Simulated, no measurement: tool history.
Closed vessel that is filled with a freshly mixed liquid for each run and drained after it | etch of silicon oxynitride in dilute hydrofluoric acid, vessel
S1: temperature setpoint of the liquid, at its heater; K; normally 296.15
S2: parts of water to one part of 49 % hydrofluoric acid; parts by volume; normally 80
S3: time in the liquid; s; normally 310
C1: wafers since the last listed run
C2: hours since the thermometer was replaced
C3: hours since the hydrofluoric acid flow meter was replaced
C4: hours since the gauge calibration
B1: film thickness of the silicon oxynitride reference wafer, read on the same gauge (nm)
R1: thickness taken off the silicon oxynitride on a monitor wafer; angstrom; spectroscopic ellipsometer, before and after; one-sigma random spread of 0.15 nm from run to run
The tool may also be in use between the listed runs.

run,hour,S1,S2,S3,C1,C2,C3,C4,B1,R1
1,0.0,296.15,80,310,0,1215.7,526.6,1454.2,59.98,158.6
2,63.1,296.15,80,310,5153,1278.8,589.7,1517.3,59.98,154.4
3,157.8,296.15,80,270,7733,1373.5,684.4,1612.0,59.99,132.6
# hour 178.7: gauge calibrated
# hour 181.1: hydrofluoric acid flow meter replaced
4,222.9,296.15,80,270,5234,1438.6,41.8,44.2,60.02,148.3
5,293.7,296.15,65,180,5781,1509.4,112.6,115.0,59.95,120.8
6,364.4,296.15,80,310,5773,1580.1,183.3,185.7,59.96,165.0
7,413.8,296.15,80,310,4034,1629.5,232.7,235.1,60.05,165.7
8,441.3,296.15,65,310,2245,1657.0,260.2,262.6,59.93,205.4
9,497.2,296.15,80,310,4565,1712.9,316.1,318.5,59.98,163.0
10,523.8,296.15,80,310,2172,1739.5,342.7,345.1,60.00,162.4
11,553.4,296.15,80,310,2417,1769.1,372.3,374.7,60.02,161.1
12,585.4,296.15,80,145,2613,1801.1,404.3,406.7,60.00,76.0
13,624.1,296.15,80,310,3160,1839.8,443.0,445.4,60.00,159.3
# hour 655.5: thermometer replaced
14,695.6,296.15,120,470,5757,40.1,514.5,516.9,59.97,148.7
15,741.1,296.15,80,310,3715,85.6,560.0,562.4,60.00,150.0
# hour 789.6: hydrofluoric acid flow meter replaced
16,796.0,296.15,105,310,4401,140.5,6.4,617.3,60.03,123.1
17,852.8,292.15,80,310,4638,197.3,63.2,674.1,59.98,138.1
18,908.4,294.15,115,220,4540,252.9,118.8,729.7,59.95,72.5
19,1101.1,296.15,80,310,15736,445.6,311.5,922.4,60.00,161.4
20,1129.0,292.65,100,310,2278,473.5,339.4,950.3,60.00,104.6
21,1178.2,297.65,80,310,4017,522.7,388.6,999.5,59.98,172.0
22,1217.8,296.15,80,310,3233,562.3,428.2,1039.1,59.97,157.3
23,1244.5,296.15,80,310,2180,589.0,454.9,1065.8,60.01,156.6
24,1301.9,296.15,80,310,4687,646.4,512.3,1123.2,59.97,155.8
25,1449.4,299.15,65,380,12045,793.9,659.8,1270.7,60.04,268.5
# hour 1463.3: hydrofluoric acid flow meter replaced
26,1474.1,296.15,80,310,1935,818.6,10.8,1295.4,59.97,169.4
27,1506.9,298.65,45,260,2678,851.4,43.6,1328.2,60.03,294.7
28,1550.0,298.65,55,435,3519,894.5,86.7,1371.3,60.06,400.2
29,1601.8,296.15,90,310,4230,946.3,138.5,1423.1,59.98,148.3
30,1633.9,296.15,80,310,2621,978.4,170.6,1455.2,60.00,167.7
31,1688.0,294.15,80,310,4418,1032.5,224.7,1509.3,60.02,150.1
32,1734.8,296.15,80,310,3821,1079.3,271.5,1556.1,60.03,163.7
33,1786.7,296.15,100,310,4238,1131.2,323.4,1608.0,59.95,128.4

Predict each of these 4 candidate next runs independently; none follows another, all start after run 33:
A,1787.4,296.15,50,310,57,1131.9,324.1,1608.7,?,?
B,1787.4,296.15,105,380,57,1131.9,324.1,1608.7,?,?
C,1787.4,293.65,80,430,57,1131.9,324.1,1608.7,?,?
D,1787.4,298.15,80,175,57,1131.9,324.1,1608.7,?,?

run,B1,R1
A,60.03,263.0
B,60.03,146.3
C,60.03,196.8
D,60.03,99.4
Had the tool no hidden state, the same runs would have come out as:
run,R1
A,268.4
B,149.8
C,201.0
D,101.7

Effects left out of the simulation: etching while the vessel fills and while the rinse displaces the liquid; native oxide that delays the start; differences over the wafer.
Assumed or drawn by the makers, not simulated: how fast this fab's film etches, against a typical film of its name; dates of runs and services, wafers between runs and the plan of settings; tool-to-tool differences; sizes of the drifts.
